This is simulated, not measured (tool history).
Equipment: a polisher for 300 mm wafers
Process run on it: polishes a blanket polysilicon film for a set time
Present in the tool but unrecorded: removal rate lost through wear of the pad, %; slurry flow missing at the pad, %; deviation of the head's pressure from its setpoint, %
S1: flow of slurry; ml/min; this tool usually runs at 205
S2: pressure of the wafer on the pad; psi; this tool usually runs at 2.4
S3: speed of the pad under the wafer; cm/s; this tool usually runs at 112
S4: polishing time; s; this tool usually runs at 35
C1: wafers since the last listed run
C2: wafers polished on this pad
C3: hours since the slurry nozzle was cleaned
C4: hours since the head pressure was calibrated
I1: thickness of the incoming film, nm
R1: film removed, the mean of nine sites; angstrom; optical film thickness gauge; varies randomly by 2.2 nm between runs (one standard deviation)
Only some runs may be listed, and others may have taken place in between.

Run 1, hour 0.0: usual settings; C1 0; C2 1694; C3 42.8; C4 947.5; I1 1635.5. Result: R1 3099 angstrom.
At hour 22.5: worn pad replaced by a new one.
Run 2, hour 27.0: usual settings; C1 288; C2 56; C3 69.8; C4 974.5; I1 1630.4. Result: R1 3103 angstrom.
Run 3, hour 45.9: usual settings but S2 2.0 psi; C1 236; C2 293; C3 88.7; C4 993.4; I1 1638.4. Result: R1 2565 angstrom.
Run 4, hour 78.9: usual settings but S2 2.0 psi; C1 413; C2 706; C3 121.7; C4 1026.4; I1 1622.5. Result: R1 2578 angstrom.
Run 5, hour 111.7: usual settings but S1 240 ml/min; C1 410; C2 1117; C3 154.5; C4 1059.2; I1 1623.8. Result: R1 3129 angstrom.
Run 6, hour 135.2: usual settings but S1 240 ml/min; C1 294; C2 1411; C3 178.0; C4 1082.7; I1 1593.6. Result: R1 3127 angstrom.
Run 7, hour 154.9: usual settings; C1 246; C2 1658; C3 197.7; C4 1102.4; I1 1610.1. Result: R1 3085 angstrom.
Run 8, hour 167.2: usual settings; C1 154; C2 1812; C3 210.0; C4 1114.7; I1 1632.0. Result: R1 3087 angstrom.
Run 9, hour 182.5: usual settings; C1 191; C2 2004; C3 225.3; C4 1130.0; I1 1603.6. Result: R1 3136 angstrom.
At hour 186.8: worn pad replaced by a new one.
Run 10, hour 198.2: usual settings; C1 146; C2 142; C3 241.0; C4 1145.7; I1 1643.7. Result: R1 3091 angstrom.
Run 11, hour 226.0: usual settings; C1 348; C2 490; C3 268.8; C4 1173.5; I1 1650.1. Result: R1 3073 angstrom.
Run 12, hour 248.4: usual settings; C1 280; C2 771; C3 291.2; C4 1195.9; I1 1617.8. Result: R1 3097 angstrom.
Run 13, hour 266.3: usual settings; C1 224; C2 995; C3 309.1; C4 1213.8; I1 1615.8. Result: R1 3055 angstrom.
At hour 280.6: head pressure recalibrated.
Run 14, hour 281.1: usual settings; C1 160; C2 1155; C3 323.9; C4 0.5; I1 1614.5. Result: R1 3079 angstrom.
Run 15, hour 313.2: usual settings; C1 401; C2 1557; C3 356.0; C4 32.6; I1 1625.8. Result: R1 3093 angstrom.
At hour 330.3: worn pad replaced by a new one.
Run 16, hour 332.8: usual settings; C1 195; C2 31; C3 375.6; C4 52.2; I1 1614.7. Result: R1 3096 angstrom.
Run 17, hour 359.4: usual settings but S2 2.1 psi, S3 90 cm/s; C1 333; C2 364; C3 402.2; C4 78.8; I1 1631.0. Result: R1 2166 angstrom.
Run 18, hour 442.5: usual settings but S1 245 ml/min, S2 2.0 psi, S4 31 s; C1 1040; C2 1405; C3 485.3; C4 161.9; I1 1636.8. Result: R1 2341 angstrom.
At hour 476.9: worn pad replaced by a new one.
Run 19, hour 477.9: usual settings but S1 140 ml/min, S2 3.0 psi; C1 393; C2 12; C3 520.7; C4 197.3; I1 1597.6. Result: R1 3650 angstrom.
Run 20, hour 499.4: usual settings; C1 269; C2 282; C3 542.2; C4 218.8; I1 1632.0. Result: R1 3072 angstrom.
At hour 516.9: slurry nozzle cleaned.
Run 21, hour 535.0: usual settings; C1 433; C2 715; C3 18.1; C4 254.4; I1 1611.2. Result: R1 3052 angstrom.
Run 22, hour 555.7: usual settings; C1 259; C2 974; C3 38.8; C4 275.1; I1 1621.7. Result: R1 3054 angstrom.
Run 23, hour 591.2: usual settings but S1 145 ml/min; C1 444; C2 1419; C3 74.3; C4 310.6; I1 1594.9. Result: R1 2908 angstrom.
Run 24, hour 623.0: usual settings; C1 398; C2 1817; C3 106.1; C4 342.4; I1 1635.7. Result: R1 3085 angstrom.
Run 25, hour 657.4: usual settings but S2 2.7 psi, S4 24 s; C1 430; C2 2248; C3 140.5; C4 376.8; I1 1608.5. Result: R1 2372 angstrom.
At hour 667.3: worn pad replaced by a new one.
Run 26, hour 676.5: usual settings but S1 155 ml/min, S2 2.0 psi, S3 84 cm/s, S4 31 s; C1 189; C2 115; C3 159.6; C4 395.9; I1 1604.3. Result: R1 1650 angstrom.
Run 27, hour 694.0: usual settings but S3 90 cm/s; C1 219; C2 334; C3 177.1; C4 413.4; I1 1617.3. Result: R1 2474 angstrom.
Run 28, hour 722.7: usual settings but S1 260 ml/min, S2 1.7 psi, S4 25 s; C1 359; C2 694; C3 205.8; C4 442.1; I1 1601.7. Result: R1 1617 angstrom.
Run 29, hour 743.7: usual settings but S1 165 ml/min, S2 2.1 psi, S3 82 cm/s; C1 262; C2 957; C3 226.8; C4 463.1; I1 1625.4. Result: R1 1896 angstrom.
Run 30, hour 776.5: usual settings but S1 270 ml/min; C1 410; C2 1367; C3 259.6; C4 495.9; I1 1638.9. Result: R1 3203 angstrom.
Run 31, hour 801.5: usual settings but S2 3.0 psi; C1 313; C2 1680; C3 284.6; C4 520.9; I1 1622.9. Result: R1 3846 angstrom.
Run 32, hour 836.0: usual settings; C1 432; C2 2113; C3 319.1; C4 555.4; I1 1618.2. Result: R1 3078 angstrom.

For each entry between runs, how does the tool's hidden state at the last listed run before it compare with that at the first listed run after it?
Between runs 1 and 2: worn pad replaced by a new one (hour 22.5)
  both runs share identical hidden conditions
Between runs 9 and 10: worn pad replaced by a new one (hour 186.8)
  both runs share identical hidden conditions
Between runs 13 and 14: head pressure recalibrated (hour 280.6)
  both runs share identical hidden conditions
Between runs 15 and 16: worn pad replaced by a new one (hour 330.3)
  both runs share identical hidden conditions
Between runs 18 and 19: worn pad replaced by a new one (hour 476.9)
  both runs share identical hidden conditions
Between runs 20 and 21: slurry nozzle cleaned (hour 516.9)
  both runs share identical hidden conditions
Between runs 25 and 26: worn pad replaced by a new one (hour 667.3)
  both runs share identical hidden conditions
